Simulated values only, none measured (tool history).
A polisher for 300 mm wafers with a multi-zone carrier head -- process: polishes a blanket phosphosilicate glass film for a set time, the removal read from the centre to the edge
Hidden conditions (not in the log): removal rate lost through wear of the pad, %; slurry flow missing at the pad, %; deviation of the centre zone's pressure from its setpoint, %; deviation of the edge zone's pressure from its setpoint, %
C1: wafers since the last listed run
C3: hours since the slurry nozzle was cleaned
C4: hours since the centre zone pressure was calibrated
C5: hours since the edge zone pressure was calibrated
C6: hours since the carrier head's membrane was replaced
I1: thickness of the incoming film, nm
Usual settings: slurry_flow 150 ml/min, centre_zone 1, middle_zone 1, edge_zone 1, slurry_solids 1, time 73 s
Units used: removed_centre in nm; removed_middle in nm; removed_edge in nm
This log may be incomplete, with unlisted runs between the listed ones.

{"run": 1, "hour": 0.0, "slurry_flow": 150, "centre_zone": 1, "middle_zone": 1, "edge_zone": 1, "slurry_solids": 1, "time": 73, "C1": 0, "wafers polished on this pad": 1011, "C3": 201.1, "C4": 431.2, "C5": 642.1, "C6": 1218, "I1": 2357.3, "removed_centre": 327.9, "removed_middle": 355.8, "removed_edge": 361.2}
{"hour": 20.0, "done": "worn pad replaced by a new one"}
{"hour": 54.7, "done": "centre zone pressure recalibrated"}
{"run": 2, "hour": 57.3, "slurry_flow": 150, "centre_zone": 1, "middle_zone": 1, "edge_zone": 1, "slurry_solids": 1, "time": 73, "C1": 416, "wafers polished on this pad": 286, "C3": 258.4, "C4": 2.6, "C5": 699.4, "C6": 1275.3, "I1": 2372.8, "removed_centre": 342.3, "removed_middle": 343.9, "removed_edge": 364.7}
{"run": 3, "hour": 87.8, "slurry_flow": 150, "centre_zone": 1, "middle_zone": 1, "edge_zone": 1, "slurry_solids": 1, "time": 73, "C1": 247, "wafers polished on this pad": 534, "C3": 288.9, "C4": 33.1, "C5": 729.9, "C6": 1305.8, "I1": 2370.4, "removed_centre": 331.2, "removed_middle": 342.3, "removed_edge": 361.9}
{"hour": 104.0, "done": "slurry nozzle cleaned"}
{"run": 4, "hour": 121.3, "slurry_flow": 150, "centre_zone": 1, "middle_zone": 1, "edge_zone": 1, "slurry_solids": 1, "time": 73, "C1": 263, "wafers polished on this pad": 797, "C3": 17.3, "C4": 66.6, "C5": 763.4, "C6": 1339.3, "I1": 2343.5, "removed_centre": 347.8, "removed_middle": 355.1, "removed_edge": 372.1}
{"run": 5, "hour": 133.4, "slurry_flow": 150, "centre_zone": 1, "middle_zone": 1, "edge_zone": 1, "slurry_solids": 1, "time": 73, "C1": 98, "wafers polished on this pad": 896, "C3": 29.4, "C4": 78.7, "C5": 775.5, "C6": 1351.4, "I1": 2382.4, "removed_centre": 351.3, "removed_middle": 351.3, "removed_edge": 370.3}
{"hour": 165.2, "done": "worn pad replaced by a new one"}
{"run": 6, "hour": 165.7, "slurry_flow": 150, "centre_zone": 1, "middle_zone": 1, "edge_zone": 1, "slurry_solids": 1, "time": 73, "C1": 229, "wafers polished on this pad": 3, "C3": 61.7, "C4": 111, "C5": 807.8, "C6": 1383.7, "I1": 2383.2, "removed_centre": 343, "removed_middle": 358.2, "removed_edge": 373.3}
{"run": 7, "hour": 175.2, "slurry_flow": 150, "centre_zone": 1, "middle_zone": 1, "edge_zone": 1, "slurry_solids": 1, "time": 73, "C1": 77, "wafers polished on this pad": 80, "C3": 71.2, "C4": 120.5, "C5": 817.3, "C6": 1393.2, "I1": 2373.5, "removed_centre": 344.7, "removed_middle": 362.9, "removed_edge": 372.9}
{"run": 8, "hour": 202.1, "slurry_flow": 150, "centre_zone": 1, "middle_zone": 1, "edge_zone": 1, "slurry_solids": 1, "time": 73, "C1": 218, "wafers polished on this pad": 299, "C3": 98.1, "C4": 147.4, "C5": 844.2, "C6": 1420.1, "I1": 2392.1, "removed_centre": 341.4, "removed_middle": 365, "removed_edge": 375.5}
{"run": 9, "hour": 237.3, "slurry_flow": 150, "centre_zone": 1, "middle_zone": 1, "edge_zone": 1, "slurry_solids": 1, "time": 73, "C1": 285, "wafers polished on this pad": 584, "C3": 133.3, "C4": 182.6, "C5": 879.4, "C6": 1455.3, "I1": 2396.1, "removed_centre": 336.3, "removed_middle": 364.4, "removed_edge": 370.4}
{"run": 10, "hour": 263.1, "slurry_flow": 150, "centre_zone": 1, "middle_zone": 1, "edge_zone": 0.9, "slurry_solids": 1.25, "time": 87, "C1": 209, "wafers polished on this pad": 794, "C3": 159.1, "C4": 208.4, "C5": 905.2, "C6": 1481.1, "I1": 2402.3, "removed_centre": 446.9, "removed_middle": 474.6, "removed_edge": 472.8}
{"hour": 289.4, "done": "carrier head's membrane replaced by a new one"}
{"run": 11, "hour": 291.9, "slurry_flow": 150, "centre_zone": 1, "middle_zone": 1, "edge_zone": 1, "slurry_solids": 1, "time": 73, "C1": 193, "wafers polished on this pad": 987, "C3": 187.9, "C4": 237.2, "C5": 934, "C6": 2.5, "I1": 2343.2, "removed_centre": 331.8, "removed_middle": 352.2, "removed_edge": 365.7}
{"hour": 299.6, "done": "worn pad replaced by a new one"}
{"run": 12, "hour": 314.9, "slurry_flow": 150, "centre_zone": 1, "middle_zone": 1, "edge_zone": 1.07, "slurry_solids": 1, "time": 50, "C1": 154, "wafers polished on this pad": 124, "C3": 210.9, "C4": 260.2, "C5": 957, "C6": 25.5, "I1": 2357.8, "removed_centre": 223.6, "removed_middle": 241.6, "removed_edge": 260.3}
{"run": 13, "hour": 338.5, "slurry_flow": 150, "centre_zone": 1, "middle_zone": 1, "edge_zone": 1, "slurry_solids": 1, "time": 73, "C1": 191, "wafers polished on this pad": 316, "C3": 234.5, "C4": 283.8, "C5": 980.6, "C6": 49.1, "I1": 2343.6, "removed_centre": 326.6, "removed_middle": 342.3, "removed_edge": 361.8}
{"run": 14, "hour": 354.0, "slurry_flow": 150, "centre_zone": 1, "middle_zone": 0.94, "edge_zone": 0.96, "slurry_solids": 1.1, "time": 56, "C1": 125, "wafers polished on this pad": 441, "C3": 250, "C4": 299.3, "C5": 996.1, "C6": 64.6, "I1": 2326.9, "removed_centre": 262.2, "removed_middle": 270.3, "removed_edge": 290.5}
{"hour": 375.6, "done": "edge zone pressure recalibrated"}
{"hour": 376.7, "done": "slurry nozzle cleaned"}
{"run": 15, "hour": 380.1, "slurry_flow": 150, "centre_zone": 1, "middle_zone": 1, "edge_zone": 1, "slurry_solids": 1, "time": 64, "C1": 187, "wafers polished on this pad": 629, "C3": 3.4, "C4": 325.4, "C5": 4.5, "C6": 90.7, "I1": 2349.7, "removed_centre": 294.5, "removed_middle": 320, "removed_edge": 327.2}
{"run": 16, "hour": 402.1, "slurry_flow": 150, "centre_zone": 1, "middle_zone": 0.89, "edge_zone": 1, "slurry_solids": 1, "time": 73, "C1": 178, "wafers polished on this pad": 807, "C3": 25.4, "C4": 347.4, "C5": 26.5, "C6": 112.7, "I1": 2322.1, "removed_centre": 337.4, "removed_middle": 343.3, "removed_edge": 378.9}
{"hour": 423.2, "done": "worn pad replaced by a new one"}
{"run": 17, "hour": 438.1, "slurry_flow": 150, "centre_zone": 1, "middle_zone": 1, "edge_zone": 1, "slurry_solids": 0.85, "time": 73, "C1": 259, "wafers polished on this pad": 121, "C3": 61.4, "C4": 383.4, "C5": 62.5, "C6": 148.7, "I1": 2402.6, "removed_centre": 303.5, "removed_middle": 324.9, "removed_edge": 339.5}
{"run": 18, "hour": 450.8, "slurry_flow": 150, "centre_zone": 0.96, "middle_zone": 1, "edge_zone": 1, "slurry_solids": 1, "time": 49, "C1": 103, "wafers polished on this pad": 224, "C3": 74.1, "C4": 396.1, "C5": 75.2, "C6": 161.4, "I1": 2346.3, "removed_centre": 216.3, "removed_middle": 248.9, "removed_edge": 255}

What does the tool deliver on the next run?
{"run": 19, "hour": 479.4, "slurry_flow": 115, "centre_zone": 1, "middle_zone": 1, "edge_zone": 1, "slurry_solids": 1, "time": 73, "C1": 232, "wafers polished on this pad": 456, "C3": 102.7, "C4": 424.7, "C5": 103.8, "C6": 190, "I1": 2389.5, "removed_centre": "?", "removed_middle": "?", "removed_edge": "?"}

Run 19 measured removed_centre 311 nm, removed_middle 341.3 nm, removed_edge 362.2 nm.
Were there no unlogged condition in the tool, this run, its random variation unchanged, would have produced removed_centre 340.9 nm, removed_middle 344.5 nm, removed_edge 364.7 nm.
